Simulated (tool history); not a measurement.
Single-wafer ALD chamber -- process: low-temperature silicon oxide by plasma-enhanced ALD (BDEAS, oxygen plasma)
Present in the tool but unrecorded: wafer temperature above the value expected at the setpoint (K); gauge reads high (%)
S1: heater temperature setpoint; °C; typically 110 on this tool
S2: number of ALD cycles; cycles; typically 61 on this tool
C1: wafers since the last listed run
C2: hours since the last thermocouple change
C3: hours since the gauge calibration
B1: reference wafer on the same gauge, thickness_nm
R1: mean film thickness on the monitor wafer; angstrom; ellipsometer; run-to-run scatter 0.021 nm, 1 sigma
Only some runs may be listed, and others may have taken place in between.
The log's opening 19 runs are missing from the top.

Run 20, hour 1410.1: usual settings but S1 121 °C, S2 69 cycles; C1 181; C2 65.0; C3 606.9; B1 6.999. Result: R1 94.46 angstrom.
Run 21, hour 1493.8: usual settings but S2 66 cycles; C1 386; C2 148.7; C3 690.6; B1 6.999. Result: R1 92.45 angstrom.
Run 22, hour 1531.4: usual settings; C1 173; C2 186.3; C3 728.2; B1 7.003. Result: R1 84.91 angstrom.
Run 23, hour 1629.0: usual settings but S1 103 °C; C1 451; C2 283.9; C3 825.8; B1 6.994. Result: R1 85.94 angstrom.
Run 24, hour 1713.7: usual settings but S1 115 °C; C1 391; C2 368.6; C3 910.5; B1 7.002. Result: R1 84.04 angstrom.
Run 25, hour 1790.5: usual settings but S1 118 °C, S2 50 cycles; C1 354; C2 445.4; C3 987.3; B1 7.002. Result: R1 68.54 angstrom.
Run 26, hour 1862.7: usual settings but S2 57 cycles; C1 333; C2 517.6; C3 1059.5; B1 6.993. Result: R1 79.32 angstrom.
Run 27, hour 1906.6: usual settings but S1 123 °C, S2 70 cycles; C1 202; C2 561.5; C3 1103.4; B1 7.001. Result: R1 95.34 angstrom.
Run 28, hour 1982.9: usual settings; C1 352; C2 637.8; C3 1179.7; B1 7.001. Result: R1 84.97 angstrom.
Run 29, hour 2088.8: usual settings; C1 489; C2 743.7; C3 1285.6; B1 6.997. Result: R1 84.60 angstrom.
Run 30, hour 2189.3: usual settings but S1 114 °C, S2 73 cycles; C1 464; C2 844.2; C3 1386.1; B1 6.996. Result: R1 100.17 angstrom.
Run 31, hour 2248.5: usual settings but S1 123 °C, S2 70 cycles; C1 273; C2 903.4; C3 1445.3; B1 7.000. Result: R1 95.15 angstrom.
Run 32, hour 2336.5: usual settings; C1 406; C2 991.4; C3 1533.3; B1 7.000. Result: R1 84.36 angstrom.
Run 33, hour 2438.7: usual settings but S1 116 °C, S2 49 cycles; C1 472; C2 1093.6; C3 1635.5; B1 7.005. Result: R1 66.93 angstrom.
Run 34, hour 2482.4: usual settings but S1 100 °C, S2 66 cycles; C1 201; C2 1137.3; C3 1679.2; B1 6.994. Result: R1 92.77 angstrom.
At hour 2545.7: thermocouple changed; heater temperature recalibrated.
Run 35, hour 2583.7: usual settings but S1 120 °C, S2 57 cycles; C1 431; C2 38.0; C3 1780.5; B1 7.001. Result: R1 77.55 angstrom.

Alternative continuations, all from the tool just after run 35; predict every row:
Run A, hour 2584.2: usual settings; C1 2; C2 38.5; C3 1781.0; B1 ?. Result: R1 ?.
Run B, hour 2584.2: usual settings but S1 103 °C, S2 58 cycles; C1 2; C2 38.5; C3 1781.0; B1 ?. Result: R1 ?.
Run C, hour 2584.2: usual settings but S1 106 °C, S2 72 cycles; C1 2; C2 38.5; C3 1781.0; B1 ?. Result: R1 ?.
Run D, hour 2584.2: usual settings but S1 123 °C, S2 57 cycles; C1 2; C2 38.5; C3 1781.0; B1 ?. Result: R1 ?.

run     B1      R1
  A  7.004   84.54
  B  7.004   81.29
  C  7.004  100.43
  D  7.004   77.33
Had the tool no hidden state, the same runs would have come out as:
run      R1
  A   84.63
  B   81.38
  C  100.54
  D   77.42
